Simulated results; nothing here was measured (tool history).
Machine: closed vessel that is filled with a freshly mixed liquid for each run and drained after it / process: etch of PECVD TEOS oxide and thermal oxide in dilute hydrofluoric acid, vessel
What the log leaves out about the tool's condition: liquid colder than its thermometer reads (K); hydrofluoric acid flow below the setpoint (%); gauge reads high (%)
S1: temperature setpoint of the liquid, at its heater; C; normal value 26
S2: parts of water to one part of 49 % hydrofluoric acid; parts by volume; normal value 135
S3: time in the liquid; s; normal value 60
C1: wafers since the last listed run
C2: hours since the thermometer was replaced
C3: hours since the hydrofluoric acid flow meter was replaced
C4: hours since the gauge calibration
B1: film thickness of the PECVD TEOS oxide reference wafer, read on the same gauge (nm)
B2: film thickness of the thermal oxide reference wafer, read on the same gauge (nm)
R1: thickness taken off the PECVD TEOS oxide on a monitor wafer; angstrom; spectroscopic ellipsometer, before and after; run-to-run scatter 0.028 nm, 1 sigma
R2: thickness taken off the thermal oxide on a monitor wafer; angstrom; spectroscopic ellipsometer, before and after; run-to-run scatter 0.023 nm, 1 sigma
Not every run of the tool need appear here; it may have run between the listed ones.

run 1 hour=0 | S1=26 S2=135 S3=60 | C1=0 C2=50.2 C3=336.8 C4=373.2 | B1=49.96 B2=70.018 | R1=75.2 R2=20.2
run 2 hour=41.1 | S1=26 S2=135 S3=60 | C1=6037 C2=91.3 C3=377.9 C4=414.3 | B1=49.95 B2=70.049 | R1=74.5 R2=19.8
run 3 hour=68.2 | S1=26 S2=135 S3=60 | C1=3980 C2=118.4 C3=405 C4=441.4 | B1=49.99 B2=70.007 | R1=75.1 R2=19.98
run 4 hour=125 | S1=26 S2=135 S3=60 | C1=8343 C2=175.2 C3=461.8 C4=498.2 | B1=49.94 B2=70.038 | R1=74.8 R2=19.91
run 5 hour=183.7 | S1=26 S2=135 S3=80 | C1=8623 C2=233.9 C3=520.5 C4=556.9 | B1=49.97 B2=69.977 | R1=100 R2=26.11
-- hour=186.7 hydrofluoric acid flow meter replaced
run 6 hour=234.5 | S1=26 S2=80 S3=30 | C1=7315 C2=284.7 C3=47.8 C4=607.7 | B1=49.97 B2=70.011 | R1=68.1 R2=17.77
run 7 hour=283.9 | S1=26 S2=135 S3=60 | C1=7256 C2=334.1 C3=97.2 C4=657.1 | B1=50 B2=69.962 | R1=74.9 R2=19.53
run 8 hour=347.1 | S1=27.5 S2=115 S3=70 | C1=9284 C2=397.3 C3=160.4 C4=720.3 | B1=49.94 B2=70.007 | R1=111.3 R2=29.62
-- hour=390.5 thermometer replaced, repeated, since the last time left the tool worse
run 9 hour=395 | S1=24.5 S2=180 S3=60 | C1=6889 C2=4.5 C3=208.3 C4=768.2 | B1=49.99 B2=69.968 | R1=52.6 R2=13.72
run 10 hour=465.5 | S1=27.5 S2=80 S3=40 | C1=10356 C2=75 C3=278.8 C4=838.7 | B1=50 B2=70.039 | R1=99.5 R2=26.73
run 11 hour=535.7 | S1=28.5 S2=85 S3=90 | C1=10312 C2=145.2 C3=349 C4=908.9 | B1=49.99 B2=69.998 | R1=219.1 R2=58.46
run 12 hour=584.4 | S1=22 S2=200 S3=95 | C1=7154 C2=193.9 C3=397.7 C4=957.6 | B1=49.99 B2=69.989 | R1=67 R2=17.87
run 13 hour=637.1 | S1=28 S2=195 S3=60 | C1=7741 C2=246.6 C3=450.4 C4=1010.3 | B1=49.99 B2=70.001 | R1=54.3 R2=14.55
-- hour=665.3 hydrofluoric acid flow meter replaced
run 14 hour=701.2 | S1=26 S2=135 S3=60 | C1=9269 C2=310.7 C3=35.9 C4=1074.4 | B1=50.01 B2=69.98 | R1=77.9 R2=20.58
run 15 hour=735.5 | S1=22 S2=105 S3=35 | C1=5038 C2=345 C3=70.2 C4=1108.7 | B1=50 B2=69.98 | R1=52.1 R2=13.96
run 16 hour=787.7 | S1=26 S2=95 S3=60 | C1=7668 C2=397.2 C3=122.4 C4=1160.9 | B1=50.02 B2=70.017 | R1=117 R2=30.57
run 17 hour=830.2 | S1=24.5 S2=205 S3=90 | C1=6243 C2=439.7 C3=164.9 C4=1203.4 | B1=50.02 B2=70.018 | R1=67.4 R2=17.7
run 18 hour=874.5 | S1=26 S2=135 S3=60 | C1=6507 C2=484 C3=209.2 C4=1247.7 | B1=50.02 B2=70.012 | R1=77.9 R2=20.47
run 19 hour=901.9 | S1=28 S2=165 S3=45 | C1=4025 C2=511.4 C3=236.6 C4=1275.1 | B1=50.01 B2=70.01 | R1=49.6 R2=13.42
run 20 hour=939.7 | S1=26 S2=135 S3=60 | C1=5552 C2=549.2 C3=274.4 C4=1312.9 | B1=49.96 B2=69.986 | R1=78.2 R2=20.74
run 21 hour=973.5 | S1=30 S2=165 S3=60 | C1=4965 C2=583 C3=308.2 C4=1346.7 | B1=50 B2=70.004 | R1=70.7 R2=18.88
run 22 hour=1001.4 | S1=26 S2=160 S3=50 | C1=4098 C2=610.9 C3=336.1 C4=1374.6 | B1=49.98 B2=70.001 | R1=53 R2=13.99
run 23 hour=1056.2 | S1=26 S2=135 S3=40 | C1=8050 C2=665.7 C3=390.9 C4=1429.4 | B1=50.01 B2=70.001 | R1=52.1 R2=13.96
run 24 hour=1083.8 | S1=26 S2=155 S3=80 | C1=4054 C2=693.3 C3=418.5 C4=1457 | B1=50.03 B2=70.007 | R1=88.4 R2=23.8
run 25 hour=1133.6 | S1=27.5 S2=135 S3=60 | C1=7315 C2=743.1 C3=468.3 C4=1506.8 | B1=50.02 B2=69.986 | R1=82.4 R2=21.85
-- hour=1150.9 hydrofluoric acid flow meter replaced
run 26 hour=1191.3 | S1=30.5 S2=135 S3=60 | C1=8329 C2=800.8 C3=40.4 C4=1564.5 | B1=50.03 B2=70.019 | R1=91.8 R2=24.4

For each run, the measured value with the value that run would have given without the tool's hidden condition subtracted. The run-to-run variation is shared by both, the gauge scatter possibly not:
run=1 R1=-3.1 R2=-0.86
run=2 R1=-3.2 R2=-0.84
run=3 R1=-3.3 R2=-0.85
run=4 R1=-3.3 R2=-0.86
run=5 R1=-4.3 R2=-1.13
run=6 R1=-3.1 R2=-0.81
run=7 R1=-3.3 R2=-0.87
run=8 R1=-5 R2=-1.33
run=9 R1=-0.2 R2=-0.04
run=10 R1=-0.4 R2=-0.09
run=11 R1=-0.9 R2=-0.25
run=12 R1=-0.3 R2=-0.08
run=13 R1=-0.3 R2=-0.07
run=14 R1=-0.4 R2=-0.11
run=15 R1=-0.3 R2=-0.08
run=16 R1=-0.7 R2=-0.19
run=17 R1=-0.4 R2=-0.1
run=18 R1=-0.5 R2=-0.13
run=19 R1=-0.3 R2=-0.09
run=20 R1=-0.6 R2=-0.15
run=21 R1=-0.5 R2=-0.13
run=22 R1=-0.4 R2=-0.1
run=23 R1=-0.4 R2=-0.11
run=24 R1=-0.7 R2=-0.18
run=25 R1=-0.7 R2=-0.18
run=26 R1=-0.7 R2=-0.2
